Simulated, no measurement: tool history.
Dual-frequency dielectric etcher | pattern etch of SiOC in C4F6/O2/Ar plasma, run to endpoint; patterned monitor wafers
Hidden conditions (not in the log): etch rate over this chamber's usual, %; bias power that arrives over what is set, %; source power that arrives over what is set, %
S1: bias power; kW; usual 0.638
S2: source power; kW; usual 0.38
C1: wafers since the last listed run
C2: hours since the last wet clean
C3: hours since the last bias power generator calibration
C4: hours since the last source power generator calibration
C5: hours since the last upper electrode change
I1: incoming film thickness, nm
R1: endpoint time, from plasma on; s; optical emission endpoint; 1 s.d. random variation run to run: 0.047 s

run     day     S1    S2   C1     C2      C3      C4      C5     I1    R1
  1       0  0.638  0.38    0  412.2  3189.2  2232.3  1885.9  30.23   8.5
      1.696  -- wet clean of the chamber
  2   2.758  0.638  0.38  468   25.5  3255.4  2298.5  1952.1   30.3   8.9
  3   5.462  0.638  0.38  720   90.4  3320.3  2363.4    2017  30.45   8.9
  4   6.529  0.638   0.3  284    116  3345.9    2389  2042.6  30.24   9.8
  5   8.125  0.638   0.3  425  154.3  3384.2  2427.3  2080.9   30.4   9.9
  6  10.175  0.638  0.38  546  203.5  3433.4  2476.5  2130.1  30.38   8.7
  7  12.275  0.742  0.38  559  253.9  3483.8  2526.9  2180.5  30.36   8.2
  8  14.012  0.638  0.38  462  295.6  3525.5  2568.6  2222.2  30.48   8.6
  9  15.788  0.638  0.38  472  338.2  3568.1  2611.2  2264.8  30.26   8.5
     17.112  -- wet clean of the chamber
 10  17.133  0.638  0.38   92    0.5  3600.4  2643.5  2297.1  30.31   8.4
 11  19.133  0.638   0.4  532   48.5  3648.4  2691.5  2345.1  30.38   8.2
 12  21.304  0.638   0.4  578  100.6  3700.5  2743.6  2397.2  30.55   8.2
     23.217  -- source power generator calibrated
 13  23.917  0.638   0.4  651  163.3  3763.2    16.8  2459.9  30.36   8.1
 14  25.062  0.638  0.38  305  190.8  3790.7    44.3  2487.4  30.61   8.4
     26.288  -- bias power generator calibrated
 15  26.967   0.79  0.47  462  236.5    16.3      90  2533.1  30.38   6.9
     28.908  -- wet clean of the chamber, repeated, since the last time left the tool worse
 16  28.929   0.57  0.38  256    0.5    63.4   137.1  2580.2  30.24   9.1
 17  29.896   0.49  0.38  257   23.7    86.6   160.3  2603.4  30.48   9.8
 18  32.546  0.638  0.38  705   87.3   150.2   223.9    2667  30.08   8.7
     36.362  -- upper electrode replaced
 19  36.383  0.595  0.42  755  179.4   242.3     316     0.5  30.44   8.5
 20  38.038  0.516  0.44  440  219.1     282   355.7    40.2   30.5   8.8
 21      40  0.503  0.38  522  266.2   329.1   402.8    87.3  30.26   9.4
 22  41.479  0.591  0.45  393  301.7   364.6   438.3   122.8  30.38   8.1
 23  42.542  0.692  0.44  283  327.2   390.1   463.8   148.3  30.26   7.7
 24  44.288  0.638  0.38  465  369.1     432   505.7   190.2  30.18   8.5
     45.429  -- wet clean of the chamber
 25  46.621  0.594  0.31  355   28.6     488   561.7   246.2  30.28  10.1
 26  49.246  0.489  0.34  699   91.6     551   624.7   309.2  30.24  10.2
 27  51.271  0.575  0.46  539  140.2   599.6   673.3   357.8  30.33   8.2
 28  54.179  0.507  0.47  774    210   669.4   743.1   427.6   30.3   8.5
 29  56.246  0.638  0.38  550  259.6     719   792.7   477.2  29.98   8.6

Forecast each of these 4 alternatives for the next run:
  A  56.262  0.538  0.38   4  260  719.4  793.1  477.6  30.29   ?
  B  56.262   0.56  0.38   4  260  719.4  793.1  477.6  30.29   ?
  C  56.262  0.551  0.38   4  260  719.4  793.1  477.6  30.29   ?
  D  56.262  0.718  0.33   4  260  719.4  793.1  477.6  30.29   ?

run   R1
  A  9.2
  B    9
  C  9.1
  D  8.8
What these runs would have given with no unlogged condition in the tool:
run   R1
  A  9.3
  B  9.2
  C  9.3
  D  8.9

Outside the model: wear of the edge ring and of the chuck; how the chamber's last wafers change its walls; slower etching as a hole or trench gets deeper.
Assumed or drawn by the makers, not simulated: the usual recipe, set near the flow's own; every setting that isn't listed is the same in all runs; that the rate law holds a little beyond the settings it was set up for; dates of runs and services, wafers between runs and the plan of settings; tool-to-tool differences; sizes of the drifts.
